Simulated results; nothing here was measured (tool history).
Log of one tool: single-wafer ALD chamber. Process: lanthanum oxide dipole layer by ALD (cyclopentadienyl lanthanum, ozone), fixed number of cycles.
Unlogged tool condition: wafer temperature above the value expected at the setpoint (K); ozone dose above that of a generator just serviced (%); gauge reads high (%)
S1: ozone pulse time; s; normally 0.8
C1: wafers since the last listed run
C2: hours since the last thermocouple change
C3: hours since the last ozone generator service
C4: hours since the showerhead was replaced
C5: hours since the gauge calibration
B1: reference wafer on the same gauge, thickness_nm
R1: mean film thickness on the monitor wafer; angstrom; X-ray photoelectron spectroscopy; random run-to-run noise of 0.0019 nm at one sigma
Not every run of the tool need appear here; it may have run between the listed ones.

{"run": 1, "hour": 0.0, "S1": 0.8, "C1": 0, "C2": 1026.1, "C3": 884.8, "C4": 6699.3, "C5": 108.8, "B1": 0.553, "R1": 4.47}
{"run": 2, "hour": 27.7, "S1": 0.8, "C1": 284, "C2": 1053.8, "C3": 912.5, "C4": 6727, "C5": 136.5, "B1": 0.554, "R1": 4.42}
{"run": 3, "hour": 55.1, "S1": 0.8, "C1": 281, "C2": 1081.2, "C3": 939.9, "C4": 6754.4, "C5": 163.9, "B1": 0.552, "R1": 4.43}
{"run": 4, "hour": 89.2, "S1": 0.63, "C1": 349, "C2": 1115.3, "C3": 974, "C4": 6788.5, "C5": 198, "B1": 0.554, "R1": 3.94}
{"run": 5, "hour": 153.5, "S1": 0.63, "C1": 659, "C2": 1179.6, "C3": 1038.3, "C4": 6852.8, "C5": 262.3, "B1": 0.553, "R1": 3.93}
{"run": 6, "hour": 191.9, "S1": 0.8, "C1": 394, "C2": 1218, "C3": 1076.7, "C4": 6891.2, "C5": 300.7, "B1": 0.553, "R1": 4.43}
{"run": 7, "hour": 256.4, "S1": 0.8, "C1": 661, "C2": 1282.5, "C3": 1141.2, "C4": 6955.7, "C5": 365.2, "B1": 0.553, "R1": 4.42}
{"run": 8, "hour": 302.3, "S1": 0.93, "C1": 471, "C2": 1328.4, "C3": 1187.1, "C4": 7001.6, "C5": 411.1, "B1": 0.553, "R1": 4.72}
{"hour": 344.1, "done": "gauge calibrated"}
{"hour": 345.8, "done": "ozone generator serviced"}
{"run": 9, "hour": 355.3, "S1": 0.8, "C1": 461, "C2": 1381.4, "C3": 9.5, "C4": 7054.6, "C5": 11.2, "B1": 0.553, "R1": 4.69}
{"run": 10, "hour": 413.1, "S1": 1.11, "C1": 593, "C2": 1439.2, "C3": 67.3, "C4": 7112.4, "C5": 69, "B1": 0.553, "R1": 5.21}
{"run": 11, "hour": 443.5, "S1": 0.48, "C1": 311, "C2": 1469.6, "C3": 97.7, "C4": 7142.8, "C5": 99.4, "B1": 0.553, "R1": 3.59}

The next listed run, before its measurement:
{"run": 12, "hour": 502.3, "S1": 1, "C1": 603, "C2": 1528.4, "C3": 156.5, "C4": 7201.6, "C5": 158.2, "B1": "?", "R1": "?"}

B1: 0.554
R1: 5.02 angstrom
On a tool with no hidden condition, and with the same random variation, this run would have come out at R1 5.18 angstrom.

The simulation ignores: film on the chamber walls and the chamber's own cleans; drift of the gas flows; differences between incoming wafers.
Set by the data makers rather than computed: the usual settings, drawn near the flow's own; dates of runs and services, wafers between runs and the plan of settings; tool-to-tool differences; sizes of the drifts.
